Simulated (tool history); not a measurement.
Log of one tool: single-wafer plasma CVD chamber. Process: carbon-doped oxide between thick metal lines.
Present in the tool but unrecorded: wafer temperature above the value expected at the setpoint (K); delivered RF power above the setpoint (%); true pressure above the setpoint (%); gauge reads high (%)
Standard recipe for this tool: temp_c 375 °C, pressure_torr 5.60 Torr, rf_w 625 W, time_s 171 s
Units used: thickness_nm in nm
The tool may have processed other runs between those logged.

| run | hour | temp_c | pressure_torr | rf_w | time_s | wafers since the last listed run | hours since the last thermocouple change | hours since the last RF generator calibration | hours since the last manometer calibration | hours since the showerhead was replaced | hours since the gauge calibration | read-back reference wafer on the same gauge, thickness_nm | thickness_nm |
|---|---|---|---|---|---|---|---|---|---|---|---|---|---|
| 1 | 0.0 | 375 | 4.79 | 625 | 171 | 0 | 509.1 | 1008.6 | 597.4 | 2911.2 | 226.4 | 1030.347 | 967.094 |
|  | 189.3 | capacitance manometer re-zeroed and calibrated |
| 2 | 189.8 | 375 | 4.79 | 625 | 171 | 1806 | 698.9 | 1198.4 | 0.5 | 3101.0 | 416.2 | 1034.196 | 958.568 |
| 3 | 244.7 | 375 | 4.79 | 625 | 171 | 545 | 753.8 | 1253.3 | 55.4 | 3155.9 | 471.1 | 1033.842 | 969.063 |
| 4 | 311.4 | 375 | 4.75 | 625 | 171 | 662 | 820.5 | 1320.0 | 122.1 | 3222.6 | 537.8 | 1037.155 | 970.457 |
| 5 | 337.8 | 375 | 5.60 | 625 | 171 | 262 | 846.9 | 1346.4 | 148.5 | 3249.0 | 564.2 | 1037.605 | 991.699 |
| 6 | 378.1 | 375 | 5.60 | 625 | 171 | 400 | 887.2 | 1386.7 | 188.8 | 3289.3 | 604.5 | 1038.899 | 991.916 |
| 7 | 446.9 | 375 | 5.60 | 625 | 171 | 683 | 956.0 | 1455.5 | 257.6 | 3358.1 | 673.3 | 1042.049 | 984.493 |
|  | 466.2 | thermocouple changed; heater temperature recalibrated |
| 8 | 511.3 | 375 | 5.60 | 625 | 171 | 560 | 45.1 | 1519.9 | 322.0 | 3422.5 | 737.7 | 1042.262 | 1003.301 |
|  | 569.4 | showerhead replaced |
| 9 | 626.5 | 375 | 5.60 | 625 | 171 | 1065 | 160.3 | 1635.1 | 437.2 | 57.1 | 852.9 | 1050.484 | 1001.328 |
| 10 | 656.5 | 375 | 5.60 | 625 | 171 | 298 | 190.3 | 1665.1 | 467.2 | 87.1 | 882.9 | 1052.825 | 998.550 |
| 11 | 682.5 | 375 | 5.60 | 625 | 171 | 258 | 216.3 | 1691.1 | 493.2 | 113.1 | 908.9 | 1053.731 | 999.282 |
| 12 | 713.1 | 375 | 5.60 | 625 | 171 | 304 | 246.9 | 1721.7 | 523.8 | 143.7 | 939.5 | 1056.582 | 1005.181 |
| 13 | 773.3 | 375 | 5.60 | 625 | 171 | 598 | 307.1 | 1781.9 | 584.0 | 203.9 | 999.7 | 1059.528 | 1007.185 |
|  | 815.1 | RF generator calibrated |
| 14 | 822.5 | 375 | 5.60 | 625 | 171 | 409 | 356.3 | 7.4 | 633.2 | 253.1 | 1048.9 | 1061.019 | 999.118 |
| 15 | 892.7 | 375 | 5.60 | 725 | 171 | 697 | 426.5 | 77.6 | 703.4 | 323.3 | 1119.1 | 1068.338 | 1079.907 |
| 16 | 928.3 | 375 | 5.60 | 745 | 148 | 353 | 462.1 | 113.2 | 739.0 | 358.9 | 1154.7 | 1069.951 | 958.951 |
| 17 | 969.7 | 368 | 5.60 | 585 | 171 | 411 | 503.5 | 154.6 | 780.4 | 400.3 | 1196.1 | 1074.426 | 998.261 |
| 18 | 1040.3 | 375 | 5.60 | 625 | 171 | 701 | 574.1 | 225.2 | 851.0 | 470.9 | 1266.7 | 1078.386 | 1018.897 |
| 19 | 1105.4 | 375 | 4.79 | 625 | 171 | 647 | 639.2 | 290.3 | 916.1 | 536.0 | 1331.8 | 1085.101 | 1005.779 |
| 20 | 1143.6 | 375 | 5.60 | 715 | 171 | 379 | 677.4 | 328.5 | 954.3 | 574.2 | 1370.0 | 1085.038 | 1109.674 |
|  | 1158.6 | capacitance manometer re-zeroed and calibrated |
|  | 1190.2 | gauge calibrated |
| 21 | 1215.6 | 375 | 5.60 | 625 | 191 | 636 | 749.4 | 400.5 | 57.0 | 646.2 | 25.4 | 1026.743 | 1086.840 |
| 22 | 1239.7 | 375 | 5.60 | 515 | 185 | 239 | 773.5 | 424.6 | 81.1 | 670.3 | 49.5 | 1026.802 | 963.400 |
| 23 | 1294.6 | 375 | 5.60 | 525 | 187 | 545 | 828.4 | 479.5 | 136.0 | 725.2 | 104.4 | 1026.715 | 983.579 |
| 24 | 1346.5 | 375 | 5.60 | 710 | 171 | 515 | 880.3 | 531.4 | 187.9 | 777.1 | 156.3 | 1027.908 | 1038.008 |
| 25 | 1373.7 | 375 | 5.60 | 625 | 171 | 270 | 907.5 | 558.6 | 215.1 | 804.3 | 183.5 | 1027.762 | 967.566 |
| 26 | 1425.5 | 375 | 5.60 | 625 | 159 | 514 | 959.3 | 610.4 | 266.9 | 856.1 | 235.3 | 1029.013 | 903.803 |
| 27 | 1453.9 | 369 | 5.60 | 665 | 171 | 282 | 987.7 | 638.8 | 295.3 | 884.5 | 263.7 | 1028.407 | 1024.499 |
| 28 | 1484.7 | 361 | 4.33 | 500 | 180 | 306 | 1018.5 | 669.6 | 326.1 | 915.3 | 294.5 | 1030.124 | 944.523 |
| 29 | 1528.2 | 375 | 5.60 | 625 | 171 | 432 | 1062.0 | 713.1 | 369.6 | 958.8 | 338.0 | 1030.224 | 977.911 |

Below, some changes in thickness_nm between adjacent runs. For each, the amount present without the hidden state too (settings, incoming material, random variation) and the amount remaining for the hidden state with gauge scatter not shared by both compared results:
Run 15 -> 16: rf_w 725 -> 745, time_s 171 -> 148. thickness_nm -120.956 nm: hidden state -2.037, all else -118.919.
Run 19 -> 20: pressure_torr 4.79 -> 5.60, rf_w 625 -> 715. thickness_nm +103.895 nm: hidden state +8.486, all else +95.409.
Run 20 -> 21: rf_w 715 -> 625, time_s 171 -> 191, capacitance manometer re-zeroed and calibrated, gauge calibrated. thickness_nm -22.834 nm: hidden state -63.521, all else +40.687.
Run 21 -> 22: rf_w 625 -> 515, time_s 191 -> 185. thickness_nm -123.440 nm: hidden state +0.532, all else -123.972.

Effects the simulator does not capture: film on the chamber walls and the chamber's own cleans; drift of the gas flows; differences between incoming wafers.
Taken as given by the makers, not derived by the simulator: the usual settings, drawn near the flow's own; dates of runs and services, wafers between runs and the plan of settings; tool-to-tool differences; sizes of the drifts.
